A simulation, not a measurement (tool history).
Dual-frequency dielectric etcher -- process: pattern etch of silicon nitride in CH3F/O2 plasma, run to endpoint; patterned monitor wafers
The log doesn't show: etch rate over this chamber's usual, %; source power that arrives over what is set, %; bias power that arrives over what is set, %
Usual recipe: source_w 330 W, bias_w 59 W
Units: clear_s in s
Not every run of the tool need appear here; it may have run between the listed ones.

run     day  source_w  bias_w  wafers since the last listed run  hours since the last wet clean  hours since the last source power generator calibration  hours since the last bias power generator calibration  hours since the last upper electrode change  incoming incoming film thickness, nm  clear_s
  1       0       330      59                                 0                           504.1                                                   1793.8                                                 4509.4                                       5823.9                                 100.9    127.1
  2    0.65       330      59                               101                           519.7                                                   1809.4                                                   4525                                       5839.5                                 100.5    127.3
  3   1.312       330      59                               103                           535.6                                                   1825.3                                                 4540.9                                       5855.4                                  99.1    125.6
  4    2.05       330      71                               115                           553.3                                                     1843                                                 4558.6                                       5873.1                                 100.1    120.3
  5   2.554       330      71                                78                           565.4                                                   1855.1                                                 4570.7                                       5885.2                                  99.9    120.5
      4.008  -- upper electrode replaced
      4.342  -- wet clean of the chamber
  6   4.362       330      71                                74                             0.5                                                   1898.5                                                 4614.1                                          8.5                                  99.7    112.6
  7   4.379       330      59                                 2                             0.9                                                   1898.9                                                 4614.5                                          8.9                                  99.9    119.1
  8   4.396       330      59                                 2                             1.3                                                   1899.3                                                 4614.9                                          9.3                                 100.1    118.5
  9   4.546       330      59                                23                             4.9                                                   1902.9                                                 4618.5                                         12.9                                  99.5    118.4
      5.058  -- bias power generator calibrated
 10   5.167       330      59                                71                            19.8                                                   1917.8                                                    2.6                                         27.8                                  99.7    118.2
 11   5.875       290      46                               110                            36.8                                                   1934.8                                                   19.6                                         44.8                                   100    136.7
 12   6.229       330      59                                55                            45.3                                                   1943.3                                                   28.1                                         53.3                                 100.8    119.3
 13   6.812       330      59                                91                            59.3                                                   1957.3                                                   42.1                                         67.3                                 100.1    119.9
 14   7.496       310      67                               106                            75.7                                                   1973.7                                                   58.5                                         83.7                                 100.3    118.7
      7.788  -- source power generator calibrated
 15   7.817       290      69                                24                            83.4                                                      0.7                                                   66.2                                         91.4                                 100.1    122.3
 16   8.175       270      51                                56                              92                                                      9.3                                                   74.8                                          100                                  99.7    138.3
 17   8.862       250      55                               107                           108.5                                                     25.8                                                   91.3                                        116.5                                  99.7    141.9
 18   9.208       330      59                                54                           116.8                                                     34.1                                                   99.6                                        124.8                                  98.9    119.1
 19   9.529       330      67                                50                           124.5                                                     41.8                                                  107.3                                        132.5                                 101.1    116.7
 20  10.117       360      50                                91                           138.6                                                     55.9                                                  121.4                                        146.6                                 100.5    120.5

Describe how what the log doesn't record of the tool's condition differs between the last listed run preceding each entry between runs and the first listed run following it.
In the gap between runs 5 and 6: upper electrode replaced (day 4.008); wet clean of the chamber (day 4.342)
  etch rate over this chamber's usual, %: -5.39 -> 0.993
  the result without the hidden state subtracted from the measured one, clear_s: +6.5 -> -1.1 s
In the gap between runs 9 and 10: bias power generator calibrated (day 5.058)
  etch rate over this chamber's usual, %: 0.955 -> 0.826
  the result without the hidden state subtracted from the measured one, clear_s: -1.2 -> -1 s
In the gap between runs 14 and 15: source power generator calibrated (day 7.788)
  etch rate over this chamber's usual, %: 0.344 -> 0.277
  the result without the hidden state subtracted from the measured one, clear_s: -0.4 -> -0.3 s
